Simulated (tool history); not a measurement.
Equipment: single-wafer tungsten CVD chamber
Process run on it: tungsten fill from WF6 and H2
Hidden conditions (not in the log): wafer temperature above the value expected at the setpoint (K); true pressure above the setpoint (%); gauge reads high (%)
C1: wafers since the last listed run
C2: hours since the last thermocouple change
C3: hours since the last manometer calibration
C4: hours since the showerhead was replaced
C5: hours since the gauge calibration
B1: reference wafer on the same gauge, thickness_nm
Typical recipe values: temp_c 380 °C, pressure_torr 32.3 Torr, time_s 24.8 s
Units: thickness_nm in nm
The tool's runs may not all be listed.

{"run": 1, "hour": 0.0, "temp_c": 380, "pressure_torr": 32.3, "time_s": 24.8, "C1": 0, "C2": 1791.5, "C3": 2535.4, "C4": 5830.6, "C5": 314.7, "B1": 54.704, "thickness_nm": 53.191}
{"run": 2, "hour": 14.9, "temp_c": 380, "pressure_torr": 32.3, "time_s": 24.8, "C1": 565, "C2": 1806.4, "C3": 2550.3, "C4": 5845.5, "C5": 329.6, "B1": 54.802, "thickness_nm": 53.329}
{"run": 3, "hour": 28.4, "temp_c": 380, "pressure_torr": 32.3, "time_s": 24.8, "C1": 512, "C2": 1819.9, "C3": 2563.8, "C4": 5859, "C5": 343.1, "B1": 54.78, "thickness_nm": 53.588}
{"run": 4, "hour": 36.1, "temp_c": 380, "pressure_torr": 32.3, "time_s": 24.8, "C1": 292, "C2": 1827.6, "C3": 2571.5, "C4": 5866.7, "C5": 350.8, "B1": 54.625, "thickness_nm": 52.841}
{"run": 5, "hour": 48.0, "temp_c": 380, "pressure_torr": 32.3, "time_s": 24.8, "C1": 451, "C2": 1839.5, "C3": 2583.4, "C4": 5878.6, "C5": 362.7, "B1": 54.721, "thickness_nm": 53.325}
{"run": 6, "hour": 65.9, "temp_c": 380, "pressure_torr": 32.3, "time_s": 24.8, "C1": 679, "C2": 1857.4, "C3": 2601.3, "C4": 5896.5, "C5": 380.6, "B1": 54.797, "thickness_nm": 53.454}
{"run": 7, "hour": 101.8, "temp_c": 380, "pressure_torr": 32.3, "time_s": 24.8, "C1": 1363, "C2": 1893.3, "C3": 2637.2, "C4": 5932.4, "C5": 416.5, "B1": 54.782, "thickness_nm": 53.365}
{"hour": 110.3, "done": "showerhead replaced"}
{"run": 8, "hour": 115.5, "temp_c": 380, "pressure_torr": 32.3, "time_s": 22.7, "C1": 216, "C2": 1907, "C3": 2650.9, "C4": 5.2, "C5": 430.2, "B1": 54.797, "thickness_nm": 48.594}
{"run": 9, "hour": 128.2, "temp_c": 380, "pressure_torr": 32.3, "time_s": 22.7, "C1": 482, "C2": 1919.7, "C3": 2663.6, "C4": 17.9, "C5": 442.9, "B1": 54.804, "thickness_nm": 49.002}
{"run": 10, "hour": 136.0, "temp_c": 380, "pressure_torr": 32.3, "time_s": 22.7, "C1": 296, "C2": 1927.5, "C3": 2671.4, "C4": 25.7, "C5": 450.7, "B1": 54.803, "thickness_nm": 49.311}
{"run": 11, "hour": 154.5, "temp_c": 380, "pressure_torr": 32.3, "time_s": 24.8, "C1": 702, "C2": 1946, "C3": 2689.9, "C4": 44.2, "C5": 469.2, "B1": 54.832, "thickness_nm": 53.959}
{"hour": 162.7, "done": "gauge calibrated"}
{"run": 12, "hour": 167.3, "temp_c": 380, "pressure_torr": 32.3, "time_s": 24.8, "C1": 486, "C2": 1958.8, "C3": 2702.7, "C4": 57, "C5": 4.6, "B1": 54.9, "thickness_nm": 53.874}
{"run": 13, "hour": 174.3, "temp_c": 386, "pressure_torr": 32.3, "time_s": 23.6, "C1": 265, "C2": 1965.8, "C3": 2709.7, "C4": 64, "C5": 11.6, "B1": 54.795, "thickness_nm": 57.965}
{"run": 14, "hour": 186.1, "temp_c": 386, "pressure_torr": 32.3, "time_s": 23.6, "C1": 448, "C2": 1977.6, "C3": 2721.5, "C4": 75.8, "C5": 23.4, "B1": 54.714, "thickness_nm": 58.842}
{"run": 15, "hour": 194.5, "temp_c": 386, "pressure_torr": 32.3, "time_s": 23.6, "C1": 318, "C2": 1986, "C3": 2729.9, "C4": 84.2, "C5": 31.8, "B1": 54.671, "thickness_nm": 58.587}
{"run": 16, "hour": 210.4, "temp_c": 374, "pressure_torr": 28.7, "time_s": 28.5, "C1": 603, "C2": 2001.9, "C3": 2745.8, "C4": 100.1, "C5": 47.7, "B1": 54.771, "thickness_nm": 51.448}
{"hour": 222.1, "done": "thermocouple changed; heater temperature recalibrated"}
{"run": 17, "hour": 222.6, "temp_c": 369, "pressure_torr": 32.3, "time_s": 23.2, "C1": 159, "C2": 0.5, "C3": 2758, "C4": 112.3, "C5": 59.9, "B1": 54.842, "thickness_nm": 43.373}
{"run": 18, "hour": 237.4, "temp_c": 380, "pressure_torr": 30.2, "time_s": 19.8, "C1": 561, "C2": 15.3, "C3": 2772.8, "C4": 127.1, "C5": 74.7, "B1": 54.869, "thickness_nm": 46.604}

Estimate the outcome of run 19 from the log above:
{"run": 19, "hour": 247.8, "temp_c": 380, "pressure_torr": 32.3, "time_s": 24.8, "C1": 394, "C2": 25.7, "C3": 2783.2, "C4": 137.5, "C5": 85.1, "B1": "?", "thickness_nm": "?"}

B1: 54.762
thickness_nm: 59.007 nm
Were there no unlogged condition in the tool, this run, its random variation unchanged, would have produced thickness_nm 49.46 nm.

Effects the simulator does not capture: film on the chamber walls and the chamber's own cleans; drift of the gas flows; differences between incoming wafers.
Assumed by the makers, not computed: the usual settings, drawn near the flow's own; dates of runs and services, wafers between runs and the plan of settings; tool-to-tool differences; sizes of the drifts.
